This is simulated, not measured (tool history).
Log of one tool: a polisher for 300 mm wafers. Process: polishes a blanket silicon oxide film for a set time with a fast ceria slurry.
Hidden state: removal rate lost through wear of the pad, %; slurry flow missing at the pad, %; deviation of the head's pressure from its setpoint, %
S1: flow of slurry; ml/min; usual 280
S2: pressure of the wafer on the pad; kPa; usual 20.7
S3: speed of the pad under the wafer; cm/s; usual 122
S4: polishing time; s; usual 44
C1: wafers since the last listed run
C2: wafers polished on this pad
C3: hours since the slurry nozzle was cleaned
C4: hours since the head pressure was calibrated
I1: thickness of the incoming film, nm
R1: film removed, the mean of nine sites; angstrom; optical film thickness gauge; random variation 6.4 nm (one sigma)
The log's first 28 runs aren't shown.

Run 29, day 33.721: usual settings but S1 345 ml/min, S2 26.2 kPa, S3 100 cm/s, S4 34 s; C1 115; C2 1221; C3 305.7; C4 593.5; I1 3647.8. Result: R1 5594 angstrom.
Run 30, day 34.838: usual settings but S2 26.2 kPa; C1 240; C2 1462; C3 332.5; C4 620.3; I1 3681.4. Result: R1 8332 angstrom.
Run 31, day 36.183: usual settings but S2 17.2 kPa, S3 94 cm/s, S4 31 s; C1 290; C2 1752; C3 364.8; C4 652.6; I1 3756.8. Result: R1 3119 angstrom.
Run 32, day 36.933: usual settings but S1 225 ml/min; C1 161; C2 1914; C3 382.8; C4 670.6; I1 3697.4. Result: R1 6238 angstrom.
At day 37.167: head pressure recalibrated.
At day 37.442: slurry nozzle cleaned.
Run 33, day 37.892: usual settings; C1 179; C2 2094; C3 10.8; C4 17.4; I1 3704.6. Result: R1 6912 angstrom.
At day 38.517: worn pad replaced by a new one.
Run 34, day 38.658: usual settings but S4 50 s; C1 129; C2 30; C3 29.2; C4 35.8; I1 3627.7. Result: R1 8205 angstrom.
Run 35, day 40.021: usual settings but S1 240 ml/min, S2 24.8 kPa, S4 53 s; C1 293; C2 324; C3 61.9; C4 68.5; I1 3688.8. Result: R1 9974 angstrom.
Run 36, day 41.15: usual settings; C1 243; C2 568; C3 89; C4 95.6; I1 3665.7. Result: R1 7013 angstrom.

Forecast each of these 5 alternatives for the next run:
Run A, day 41.167: usual settings; C1 3; C2 572; C3 89.4; C4 96; I1 3649.8. Result: R1 ?.
Run B, day 41.167: usual settings but S2 17.9 kPa, S3 86 cm/s, S4 37 s; C1 3; C2 572; C3 89.4; C4 96; I1 3649.8. Result: R1 ?.
Run C, day 41.167: usual settings but S1 365 ml/min, S2 17.2 kPa; C1 3; C2 572; C3 89.4; C4 96; I1 3649.8. Result: R1 ?.
Run D, day 41.167: usual settings but S1 320 ml/min, S2 18.6 kPa, S3 142 cm/s, S4 35 s; C1 3; C2 572; C3 89.4; C4 96; I1 3649.8. Result: R1 ?.
Run E, day 41.167: usual settings but S3 150 cm/s, S4 29 s; C1 3; C2 572; C3 89.4; C4 96; I1 3649.8. Result: R1 ?.

run    R1
  A  7067
  B  3847
  C  6109
  D  5906
  E  5598
Without the tool's hidden state the same runs would have given:
run    R1
  A  7334
  B  3992
  C  6332
  D  6125
  E  5810

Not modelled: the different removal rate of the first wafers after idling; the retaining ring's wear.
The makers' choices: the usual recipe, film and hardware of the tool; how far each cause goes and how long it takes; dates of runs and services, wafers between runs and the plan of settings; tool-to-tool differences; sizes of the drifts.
